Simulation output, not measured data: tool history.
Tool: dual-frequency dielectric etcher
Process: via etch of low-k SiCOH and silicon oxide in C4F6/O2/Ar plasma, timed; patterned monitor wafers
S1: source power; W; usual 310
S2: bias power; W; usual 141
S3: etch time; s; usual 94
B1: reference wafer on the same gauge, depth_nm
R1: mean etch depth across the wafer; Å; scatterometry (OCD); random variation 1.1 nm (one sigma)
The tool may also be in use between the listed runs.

run	hour	S1	S2	S3	B1	R1
1	0	310	141	76	194	1735
2	16.5	310	141	94	194.1	2125
3	26.4	310	141	94	194	2118
# hour 38.5: gauge calibrated
4	43.3	260	128	94	194.2	1887
5	51.6	260	128	94	193.9	1886
6	65	260	128	94	194	1883
7	77.9	340	141	94	193.9	2199
8	83.9	340	141	94	194	2204
9	96.7	340	141	94	194	2233
10	109.8	280	165	94	193.8	2164
11	120.8	360	174	85	194	2209
# hour 132: bias power generator calibrated
12	163.3	360	166	109.5	193.6	2802
# hour 167.8: source power generator calibrated
# hour 197.6: upper electrode replaced
13	211.4	310	141	94	193.9	2112
14	229.4	310	129	103	194.1	2187
# hour 252.3: gauge calibrated
# hour 266.1: wet clean of the chamber
15	266.6	310	131	74.5	194	1659
16	267	310	141	94	194	2159
17	269.3	310	141	94	194.2	2146
18	278.1	250	160	94	193.7	2045
19	285.7	310	141	94	193.9	2162
20	321.6	390	121	85	194	2031
21	337.2	310	141	69	194	1576

4 ways to go on from here, each from the tool as it stands after run 21. What would each give?
A	337.6	310	141	94	?	?
B	337.6	350	141	94	?	?
C	337.6	310	141	110.5	?	?
D	337.6	370	163	106	?	?

run	B1	R1
A	194.1	2159
B	194.1	2283
C	194.1	2538
D	194.1	2798
Without the tool's hidden state the same runs would have given:
run	R1
A	2161
B	2285
C	2540
D	2801
